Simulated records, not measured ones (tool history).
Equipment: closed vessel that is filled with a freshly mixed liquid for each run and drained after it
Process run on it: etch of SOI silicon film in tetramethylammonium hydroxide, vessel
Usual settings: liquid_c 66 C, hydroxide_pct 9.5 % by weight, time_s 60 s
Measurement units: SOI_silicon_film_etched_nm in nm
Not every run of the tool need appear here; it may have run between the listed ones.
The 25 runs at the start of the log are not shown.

run,hour,liquid_c,hydroxide_pct,time_s,wafers since the last listed run,hours since the thermometer was replaced,hours since the hydroxide flow meter was replaced,hours since the gauge calibration,"read-back film thickness of the SOI silicon film reference wafer, read on the same gauge (nm)",SOI_silicon_film_etched_nm
26,1955,66,12,90,4315,149.5,517.2,510.2,130.02,479.92
27,2020.6,71.5,9.5,85,6938,215.1,582.8,575.8,130,686.73
28,2070.9,59.5,8,30,5320,265.4,633.1,626.1,130.02,124.56
29,2144.9,63.5,9.5,60,7826,339.4,707.1,700.1,130,293.61
30,2188.4,66,10.5,60,4601,382.9,750.6,743.6,129.98,330.8
31,2236.7,66,11.5,60,5108,431.2,798.9,791.9,130,317.79
32,2278.9,59.5,8,85,4463,473.4,841.1,834.1,130,351.26
33,2382.7,63,8.5,85,10978,577.2,944.9,937.9,129.99,427.91

What if the next run were any one of these 3? Each begins from the tool's condition after run 33:
A,2383.4,66,11,60,74,577.9,945.6,938.6,?,?
B,2383.4,69.5,9.5,70,74,577.9,945.6,938.6,?,?
C,2383.4,70,10.5,40,74,577.9,945.6,938.6,?,?

run,"read-back film thickness of the SOI silicon film reference wafer, read on the same gauge (nm)",SOI_silicon_film_etched_nm
A,130.01,326.13
B,130.01,493.94
C,130.01,280.15
Take away the tool's hidden state, keep each run's random variation, and the runs would have read:
run,SOI_silicon_film_etched_nm
A,321.65
B,487.3
C,276.4
